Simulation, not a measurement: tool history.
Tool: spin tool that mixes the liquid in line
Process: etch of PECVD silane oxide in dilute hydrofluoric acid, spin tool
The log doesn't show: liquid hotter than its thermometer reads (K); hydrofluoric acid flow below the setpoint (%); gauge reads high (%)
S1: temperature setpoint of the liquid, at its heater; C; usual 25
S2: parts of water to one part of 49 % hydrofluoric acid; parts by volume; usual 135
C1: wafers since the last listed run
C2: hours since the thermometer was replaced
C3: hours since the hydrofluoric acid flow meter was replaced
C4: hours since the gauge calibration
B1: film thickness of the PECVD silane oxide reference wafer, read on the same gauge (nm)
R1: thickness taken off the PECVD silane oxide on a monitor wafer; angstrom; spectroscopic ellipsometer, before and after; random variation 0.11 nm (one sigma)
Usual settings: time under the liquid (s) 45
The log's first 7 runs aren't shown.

-- hour=79.5 gauge calibrated
run 8 hour=95.4 | S1=25 S2=135 time_under_the_liquid_(s)=65 | C1=337 C2=2882 C3=1349.7 C4=15.9 | B1=100.01 | R1=169
run 9 hour=106.1 | S1=25 S2=135 time_under_the_liquid_(s)=45 | C1=201 C2=2892.7 C3=1360.4 C4=26.6 | B1=100.01 | R1=117.3
-- hour=116.1 hydrofluoric acid flow meter replaced
run 10 hour=120.5 | S1=25 S2=135 time_under_the_liquid_(s)=45 | C1=252 C2=2907.1 C3=4.4 C4=41 | B1=100.03 | R1=133.1
run 11 hour=133.5 | S1=25 S2=135 time_under_the_liquid_(s)=45 | C1=245 C2=2920.1 C3=17.4 C4=54 | B1=99.99 | R1=130.2
run 12 hour=151.5 | S1=25 S2=135 time_under_the_liquid_(s)=45 | C1=339 C2=2938.1 C3=35.4 C4=72 | B1=99.98 | R1=131.4
run 13 hour=158.4 | S1=25 S2=135 time_under_the_liquid_(s)=45 | C1=130 C2=2945 C3=42.3 C4=78.9 | B1=99.98 | R1=131.4
-- hour=161.8 thermometer replaced
run 14 hour=166 | S1=25 S2=135 time_under_the_liquid_(s)=65 | C1=124 C2=4.2 C3=49.9 C4=86.5 | B1=100.01 | R1=187.4
run 15 hour=172.5 | S1=21.5 S2=135 time_under_the_liquid_(s)=45 | C1=122 C2=10.7 C3=56.4 C4=93 | B1=100.01 | R1=115.3
run 16 hour=185.8 | S1=21 S2=100 time_under_the_liquid_(s)=20 | C1=250 C2=24 C3=69.7 C4=106.3 | B1=99.99 | R1=70
run 17 hour=198 | S1=29 S2=135 time_under_the_liquid_(s)=40 | C1=230 C2=36.2 C3=81.9 C4=118.5 | B1=100.01 | R1=136
run 18 hour=208.3 | S1=25 S2=155 time_under_the_liquid_(s)=45 | C1=194 C2=46.5 C3=92.2 C4=128.8 | B1=100.01 | R1=109.9
run 19 hour=219.4 | S1=20.5 S2=170 time_under_the_liquid_(s)=40 | C1=209 C2=57.6 C3=103.3 C4=139.9 | B1=99.99 | R1=74.9
run 20 hour=236.3 | S1=25 S2=135 time_under_the_liquid_(s)=45 | C1=318 C2=74.5 C3=120.2 C4=156.8 | B1=100.01 | R1=129.7
run 21 hour=242.5 | S1=29 S2=135 time_under_the_liquid_(s)=45 | C1=116 C2=80.7 C3=126.4 C4=163 | B1=99.99 | R1=151.7
run 22 hour=249.1 | S1=27.5 S2=135 time_under_the_liquid_(s)=45 | C1=124 C2=87.3 C3=133 C4=169.6 | B1=100 | R1=141.6
run 23 hour=262.6 | S1=23 S2=170 time_under_the_liquid_(s)=35 | C1=254 C2=100.8 C3=146.5 C4=183.1 | B1=99.99 | R1=71.4
run 24 hour=273.9 | S1=25 S2=135 time_under_the_liquid_(s)=45 | C1=213 C2=112.1 C3=157.8 C4=194.4 | B1=100.02 | R1=129.3
run 25 hour=280.5 | S1=23 S2=135 time_under_the_liquid_(s)=60 | C1=124 C2=118.7 C3=164.4 C4=201 | B1=100 | R1=156.7
run 26 hour=294.6 | S1=25 S2=135 time_under_the_liquid_(s)=45 | C1=265 C2=132.8 C3=178.5 C4=215.1 | B1=100.01 | R1=130.8
run 27 hour=302.6 | S1=29 S2=135 time_under_the_liquid_(s)=45 | C1=150 C2=140.8 C3=186.5 C4=223.1 | B1=100.01 | R1=152
run 28 hour=311.6 | S1=25 S2=135 time_under_the_liquid_(s)=45 | C1=169 C2=149.8 C3=195.5 C4=232.1 | B1=100 | R1=129.2
run 29 hour=323.9 | S1=23.5 S2=135 time_under_the_liquid_(s)=65 | C1=231 C2=162.1 C3=207.8 C4=244.4 | B1=99.98 | R1=175.4
run 30 hour=332.5 | S1=21 S2=115 time_under_the_liquid_(s)=40 | C1=162 C2=170.7 C3=216.4 C4=253 | B1=100.02 | R1=117.8
run 31 hour=350.3 | S1=25 S2=135 time_under_the_liquid_(s)=45 | C1=335 C2=188.5 C3=234.2 C4=270.8 | B1=100.02 | R1=129.9
run 32 hour=365.1 | S1=25 S2=160 time_under_the_liquid_(s)=45 | C1=279 C2=203.3 C3=249 C4=285.6 | B1=99.99 | R1=104.9

Forecast each of these 5 alternatives for the next run:
run A hour=365.5 | S1=25 S2=135 time_under_the_liquid_(s)=45 | C1=7 C2=203.7 C3=249.4 C4=286 | B1=? | R1=?
run B hour=365.5 | S1=21.5 S2=100 time_under_the_liquid_(s)=55 | C1=7 C2=203.7 C3=249.4 C4=286 | B1=? | R1=?
run C hour=365.5 | S1=25 S2=165 time_under_the_liquid_(s)=45 | C1=7 C2=203.7 C3=249.4 C4=286 | B1=? | R1=?
run D hour=365.5 | S1=28 S2=205 time_under_the_liquid_(s)=55 | C1=7 C2=203.7 C3=249.4 C4=286 | B1=? | R1=?
run E hour=365.5 | S1=25 S2=195 time_under_the_liquid_(s)=45 | C1=7 C2=203.7 C3=249.4 C4=286 | B1=? | R1=?

run=A B1=100.02 R1=126.9
run=B B1=100.02 R1=190.3
run=C B1=100.02 R1=100.1
run=D B1=100.02 R1=104.7
run=E B1=100.02 R1=81.8
Without the tool's hidden state the same runs would have given:
run=A R1=132.4
run=B R1=198.3
run=C R1=104.6
run=D R1=109.5
run=E R1=85.5
